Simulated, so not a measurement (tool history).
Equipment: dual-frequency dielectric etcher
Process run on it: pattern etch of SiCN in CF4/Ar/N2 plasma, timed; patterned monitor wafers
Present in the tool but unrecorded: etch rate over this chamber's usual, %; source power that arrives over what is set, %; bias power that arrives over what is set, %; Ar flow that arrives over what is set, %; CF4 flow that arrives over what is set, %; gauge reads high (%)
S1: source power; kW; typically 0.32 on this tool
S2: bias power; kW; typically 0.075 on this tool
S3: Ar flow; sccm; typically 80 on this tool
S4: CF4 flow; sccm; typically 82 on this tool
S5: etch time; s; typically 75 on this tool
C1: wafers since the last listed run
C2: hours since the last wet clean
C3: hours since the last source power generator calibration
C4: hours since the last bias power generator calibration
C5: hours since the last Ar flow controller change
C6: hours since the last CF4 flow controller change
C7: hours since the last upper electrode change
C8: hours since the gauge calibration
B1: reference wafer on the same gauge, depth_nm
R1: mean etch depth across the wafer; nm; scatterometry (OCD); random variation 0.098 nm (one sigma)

run 1 hour=0 | S1=0.32 S2=0.075 S3=80 S4=82 S5=75 | C1=0 C2=11.8 C3=1769.5 C4=4277.8 C5=3086.1 C6=4834.3 C7=4761.9 C8=33.4 | B1=50.5 | R1=46.6
-- hour=6.2 Ar flow controller replaced
run 2 hour=19.1 | S1=0.37 S2=0.075 S3=80 S4=82 S5=75 | C1=142 C2=30.9 C3=1788.6 C4=4296.9 C5=12.9 C6=4853.4 C7=4781 C8=52.5 | B1=50.5 | R1=53.1
run 3 hour=48.9 | S1=0.37 S2=0.075 S3=80 S4=82 S5=75 | C1=323 C2=60.7 C3=1818.4 C4=4326.7 C5=42.7 C6=4883.2 C7=4810.8 C8=82.3 | B1=50.5 | R1=53.3
run 4 hour=76.7 | S1=0.37 S2=0.075 S3=80 S4=82 S5=75 | C1=301 C2=88.5 C3=1846.2 C4=4354.5 C5=70.5 C6=4911 C7=4838.6 C8=110.1 | B1=50.5 | R1=52.9
run 5 hour=101.4 | S1=0.32 S2=0.075 S3=80 S4=82 S5=75 | C1=267 C2=113.2 C3=1870.9 C4=4379.2 C5=95.2 C6=4935.7 C7=4863.3 C8=134.8 | B1=50.5 | R1=46.3
-- hour=121.1 source power generator calibrated
run 6 hour=127.7 | S1=0.32 S2=0.07 S3=80 S4=90 S5=75 | C1=241 C2=139.5 C3=6.6 C4=4405.5 C5=121.5 C6=4962 C7=4889.6 C8=161.1 | B1=50.5 | R1=46.3
run 7 hour=139.9 | S1=0.32 S2=0.075 S3=80 S4=82 S5=58 | C1=132 C2=151.7 C3=18.8 C4=4417.7 C5=133.7 C6=4974.2 C7=4901.8 C8=173.3 | B1=50.5 | R1=35.8
run 8 hour=159.9 | S1=0.32 S2=0.064 S3=80 S4=65 S5=75 | C1=216 C2=171.7 C3=38.8 C4=4437.7 C5=153.7 C6=4994.2 C7=4921.8 C8=193.3 | B1=50.5 | R1=43.3
run 9 hour=181.1 | S1=0.32 S2=0.075 S3=80 S4=82 S5=75 | C1=229 C2=192.9 C3=60 C4=4458.9 C5=174.9 C6=5015.4 C7=4943 C8=214.5 | B1=50.5 | R1=46.4
run 10 hour=193.3 | S1=0.32 S2=0.075 S3=80 S4=82 S5=75 | C1=132 C2=205.1 C3=72.2 C4=4471.1 C5=187.1 C6=5027.6 C7=4955.2 C8=226.7 | B1=50.5 | R1=46.2
-- hour=212.3 CF4 flow controller replaced
run 11 hour=223.2 | S1=0.28 S2=0.06 S3=80 S4=67 S5=96.5 | C1=259 C2=235 C3=102.1 C4=4501 C5=217 C6=10.9 C7=4985.1 C8=256.6 | B1=50.5 | R1=49.1
-- hour=257 upper electrode replaced
run 12 hour=257.5 | S1=0.32 S2=0.059 S3=98 S4=82 S5=86 | C1=111 C2=269.3 C3=136.4 C4=4535.3 C5=251.3 C6=45.2 C7=0.5 C8=290.9 | B1=50.5 | R1=49.5
run 13 hour=258.9 | S1=0.29 S2=0.075 S3=80 S4=82 S5=75 | C1=15 C2=270.7 C3=137.8 C4=4536.7 C5=252.7 C6=46.6 C7=1.9 C8=292.3 | B1=50.5 | R1=42.1
-- hour=266.8 bias power generator calibrated
run 14 hour=284.8 | S1=0.32 S2=0.063 S3=62 S4=82 S5=75 | C1=237 C2=296.6 C3=163.7 C4=18 C5=278.6 C6=72.5 C7=27.8 C8=318.2 | B1=50.5 | R1=46
run 15 hour=306.1 | S1=0.32 S2=0.075 S3=80 S4=82 S5=75 | C1=230 C2=317.9 C3=185 C4=39.3 C5=299.9 C6=93.8 C7=49.1 C8=339.5 | B1=50.5 | R1=46.2
run 16 hour=323.1 | S1=0.32 S2=0.062 S3=80 S4=82 S5=75 | C1=184 C2=334.9 C3=202 C4=56.3 C5=316.9 C6=110.8 C7=66.1 C8=356.5 | B1=50.5 | R1=44.4
-- hour=381.1 wet clean of the chamber
run 17 hour=403.3 | S1=0.32 S2=0.075 S3=89 S4=82 S5=82 | C1=609 C2=22.2 C3=282.2 C4=136.5 C5=397.1 C6=191 C7=146.3 C8=436.7 | B1=50.5 | R1=50.2
run 18 hour=429.2 | S1=0.32 S2=0.075 S3=73 S4=82 S5=75 | C1=280 C2=48.1 C3=308.1 C4=162.4 C5=423 C6=216.9 C7=172.2 C8=462.6 | B1=50.5 | R1=46.9
run 19 hour=527.9 | S1=0.38 S2=0.069 S3=98 S4=90 S5=75 | C1=1070 C2=146.8 C3=406.8 C4=261.1 C5=521.7 C6=315.6 C7=270.9 C8=561.3 | B1=50.5 | R1=52.8
run 20 hour=543.3 | S1=0.32 S2=0.082 S3=80 S4=82 S5=75 | C1=166 C2=162.2 C3=422.2 C4=276.5 C5=537.1 C6=331 C7=286.3 C8=576.7 | B1=50.5 | R1=47.3
run 21 hour=574.3 | S1=0.32 S2=0.075 S3=80 S4=82 S5=75 | C1=336 C2=193.2 C3=453.2 C4=307.5 C5=568.1 C6=362 C7=317.3 C8=607.7 | B1=50.5 | R1=46.3
run 22 hour=590.2 | S1=0.32 S2=0.075 S3=80 S4=82 S5=75 | C1=172 C2=209.1 C3=469.1 C4=323.4 C5=584 C6=377.9 C7=333.2 C8=623.6 | B1=50.5 | R1=46.4

Hidden state at the last listed run before each entry between runs and at the first one after, where it differs:
Logged between run 1 and run 2: Ar flow controller replaced (hour 6.2)
  etch rate over this chamber's usual, %: 0.101 -> 0.0298
  difference, measured minus the result without the unlogged condition, R1: +0 -> +0 nm
Logged between run 5 and run 6: source power generator calibrated (hour 121.1)
  etch rate over this chamber's usual, %: -0.278 -> -0.377
  difference, measured minus the result without the unlogged condition, R1: -0.2 -> -0.2 nm
Logged between run 10 and run 11: CF4 flow controller replaced (hour 212.3)
  etch rate over this chamber's usual, %: -0.622 -> -0.734
  difference, measured minus the result without the unlogged condition, R1: -0.3 -> -0.4 nm
Logged between run 11 and run 12: upper electrode replaced (hour 257)
  etch rate over this chamber's usual, %: -0.734 -> -0.863
  difference, measured minus the result without the unlogged condition, R1: -0.4 -> -0.5 nm
Logged between run 13 and run 14: bias power generator calibrated (hour 266.8)
  etch rate over this chamber's usual, %: -0.868 -> -0.965
  difference, measured minus the result without the unlogged condition, R1: -0.4 -> -0.4 nm
Logged between run 16 and run 17: wet clean of the chamber (hour 381.1)
  etch rate over this chamber's usual, %: -1.11 -> -0.158
  difference, measured minus the result without the unlogged condition, R1: -0.5 -> -0.1 nm
